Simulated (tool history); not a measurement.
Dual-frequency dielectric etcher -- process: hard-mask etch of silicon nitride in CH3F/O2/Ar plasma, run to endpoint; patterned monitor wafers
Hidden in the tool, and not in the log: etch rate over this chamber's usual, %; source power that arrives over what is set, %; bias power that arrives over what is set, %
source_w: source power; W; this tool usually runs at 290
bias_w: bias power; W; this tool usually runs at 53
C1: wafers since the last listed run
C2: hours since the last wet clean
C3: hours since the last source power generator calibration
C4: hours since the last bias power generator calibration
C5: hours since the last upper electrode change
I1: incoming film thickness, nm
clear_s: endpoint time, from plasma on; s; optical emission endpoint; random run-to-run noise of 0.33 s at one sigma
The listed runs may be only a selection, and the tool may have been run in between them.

{"run": 1, "hour": 0.0, "source_w": 290, "bias_w": 53, "C1": 0, "C2": 27.4, "C3": 3994.6, "C4": 2731.3, "C5": 2607.4, "I1": 38.34, "clear_s": 66.7}
{"run": 2, "hour": 60.6, "source_w": 290, "bias_w": 53, "C1": 618, "C2": 88.0, "C3": 4055.2, "C4": 2791.9, "C5": 2668.0, "I1": 38.33, "clear_s": 67.2}
{"run": 3, "hour": 135.9, "source_w": 290, "bias_w": 53, "C1": 768, "C2": 163.3, "C3": 4130.5, "C4": 2867.2, "C5": 2743.3, "I1": 37.86, "clear_s": 65.3}
{"run": 4, "hour": 238.1, "source_w": 290, "bias_w": 53, "C1": 1042, "C2": 265.5, "C3": 4232.7, "C4": 2969.4, "C5": 2845.5, "I1": 38.21, "clear_s": 65.5}
{"run": 5, "hour": 282.2, "source_w": 290, "bias_w": 53, "C1": 449, "C2": 309.6, "C3": 4276.8, "C4": 3013.5, "C5": 2889.6, "I1": 38.44, "clear_s": 65.8}
{"run": 6, "hour": 321.9, "source_w": 290, "bias_w": 45, "C1": 405, "C2": 349.3, "C3": 4316.5, "C4": 3053.2, "C5": 2929.3, "I1": 38.16, "clear_s": 68.3}
{"run": 7, "hour": 371.1, "source_w": 290, "bias_w": 45, "C1": 502, "C2": 398.5, "C3": 4365.7, "C4": 3102.4, "C5": 2978.5, "I1": 38.11, "clear_s": 68.5}
{"hour": 592.3, "done": "wet clean of the chamber"}
{"run": 8, "hour": 644.1, "source_w": 330, "bias_w": 43, "C1": 2540, "C2": 51.8, "C3": 4638.7, "C4": 3375.4, "C5": 3251.5, "I1": 38.0, "clear_s": 65.9}
{"hour": 893.5, "done": "upper electrode replaced"}
{"run": 9, "hour": 894.0, "source_w": 330, "bias_w": 43, "C1": 2304, "C2": 301.7, "C3": 4888.6, "C4": 3625.3, "C5": 0.5, "I1": 38.07, "clear_s": 64.8}
{"run": 10, "hour": 985.2, "source_w": 330, "bias_w": 43, "C1": 930, "C2": 392.9, "C3": 4979.8, "C4": 3716.5, "C5": 91.7, "I1": 38.35, "clear_s": 64.8}
{"hour": 990.3, "done": "source power generator calibrated"}
{"run": 11, "hour": 1027.2, "source_w": 290, "bias_w": 53, "C1": 387, "C2": 434.9, "C3": 36.9, "C4": 3758.5, "C5": 133.7, "I1": 38.09, "clear_s": 64.3}
{"run": 12, "hour": 1066.4, "source_w": 290, "bias_w": 53, "C1": 399, "C2": 474.1, "C3": 76.1, "C4": 3797.7, "C5": 172.9, "I1": 38.06, "clear_s": 64.0}
{"run": 13, "hour": 1147.6, "source_w": 290, "bias_w": 53, "C1": 828, "C2": 555.3, "C3": 157.3, "C4": 3878.9, "C5": 254.1, "I1": 38.27, "clear_s": 63.7}
{"run": 14, "hour": 1186.4, "source_w": 290, "bias_w": 53, "C1": 395, "C2": 594.1, "C3": 196.1, "C4": 3917.7, "C5": 292.9, "I1": 38.14, "clear_s": 63.0}
{"hour": 1217.4, "done": "wet clean of the chamber"}
{"run": 15, "hour": 1248.7, "source_w": 340, "bias_w": 40, "C1": 390, "C2": 31.3, "C3": 258.4, "C4": 3980.0, "C5": 355.2, "I1": 37.95, "clear_s": 66.4}
{"run": 16, "hour": 1308.2, "source_w": 310, "bias_w": 41, "C1": 607, "C2": 90.8, "C3": 317.9, "C4": 4039.5, "C5": 414.7, "I1": 37.86, "clear_s": 68.5}
{"run": 17, "hour": 1358.7, "source_w": 260, "bias_w": 65, "C1": 515, "C2": 141.3, "C3": 368.4, "C4": 4090.0, "C5": 465.2, "I1": 38.05, "clear_s": 64.8}
{"run": 18, "hour": 1428.4, "source_w": 290, "bias_w": 53, "C1": 711, "C2": 211.0, "C3": 438.1, "C4": 4159.7, "C5": 534.9, "I1": 38.37, "clear_s": 65.5}
{"run": 19, "hour": 1535.7, "source_w": 290, "bias_w": 42, "C1": 1094, "C2": 318.3, "C3": 545.4, "C4": 4267.0, "C5": 642.2, "I1": 38.45, "clear_s": 70.5}
{"run": 20, "hour": 1576.9, "source_w": 240, "bias_w": 49, "C1": 420, "C2": 359.5, "C3": 586.6, "C4": 4308.2, "C5": 683.4, "I1": 38.47, "clear_s": 73.2}
{"run": 21, "hour": 1642.8, "source_w": 260, "bias_w": 41, "C1": 672, "C2": 425.4, "C3": 652.5, "C4": 4374.1, "C5": 749.3, "I1": 38.23, "clear_s": 74.0}
{"hour": 1686.0, "done": "bias power generator calibrated"}
{"hour": 1742.3, "done": "wet clean of the chamber"}
{"run": 22, "hour": 1743.1, "source_w": 340, "bias_w": 42, "C1": 737, "C2": 0.8, "C3": 752.8, "C4": 57.1, "C5": 849.6, "I1": 37.94, "clear_s": 65.6}
{"run": 23, "hour": 2029.1, "source_w": 220, "bias_w": 42, "C1": 2918, "C2": 286.8, "C3": 1038.8, "C4": 343.1, "C5": 1135.6, "I1": 38.12, "clear_s": 81.3}
{"run": 24, "hour": 2109.2, "source_w": 290, "bias_w": 53, "C1": 817, "C2": 366.9, "C3": 1118.9, "C4": 423.2, "C5": 1215.7, "I1": 38.39, "clear_s": 64.7}
{"run": 25, "hour": 2201.2, "source_w": 240, "bias_w": 45, "C1": 938, "C2": 458.9, "C3": 1210.9, "C4": 515.2, "C5": 1307.7, "I1": 38.13, "clear_s": 74.9}
{"run": 26, "hour": 2237.3, "source_w": 290, "bias_w": 53, "C1": 368, "C2": 495.0, "C3": 1247.0, "C4": 551.3, "C5": 1343.8, "I1": 37.72, "clear_s": 63.2}
{"hour": 2294.8, "done": "wet clean of the chamber"}
{"run": 27, "hour": 2295.3, "source_w": 230, "bias_w": 60, "C1": 346, "C2": 0.5, "C3": 1305.0, "C4": 609.3, "C5": 1401.8, "I1": 38.02, "clear_s": 71.8}
{"run": 28, "hour": 2335.4, "source_w": 260, "bias_w": 62, "C1": 409, "C2": 40.6, "C3": 1345.1, "C4": 649.4, "C5": 1441.9, "I1": 38.34, "clear_s": 66.1}

For each run, what was the tool's unlogged condition?
source power that arrives over what is set, %: 0, the same for each run
bias power that arrives over what is set, %: 0, the same for each run
H1: etch rate over this chamber's usual, %
run=1 H1=-0.228
run=2 H1=0.305
run=3 H1=0.967
run=4 H1=1.87
run=5 H1=2.25
run=6 H1=2.6
run=7 H1=3.03
run=8 H1=0.427
run=9 H1=2.62
run=10 H1=3.43
run=11 H1=3.8
run=12 H1=4.14
run=13 H1=4.85
run=14 H1=5.19
run=15 H1=0.483
run=16 H1=1.01
run=17 H1=1.45
run=18 H1=2.06
run=19 H1=3.01
run=20 H1=3.37
run=21 H1=3.95
run=22 H1=-0.176
run=23 H1=2.34
run=24 H1=3.04
run=25 H1=3.85
run=26 H1=4.17
run=27 H1=1.13
run=28 H1=1.48
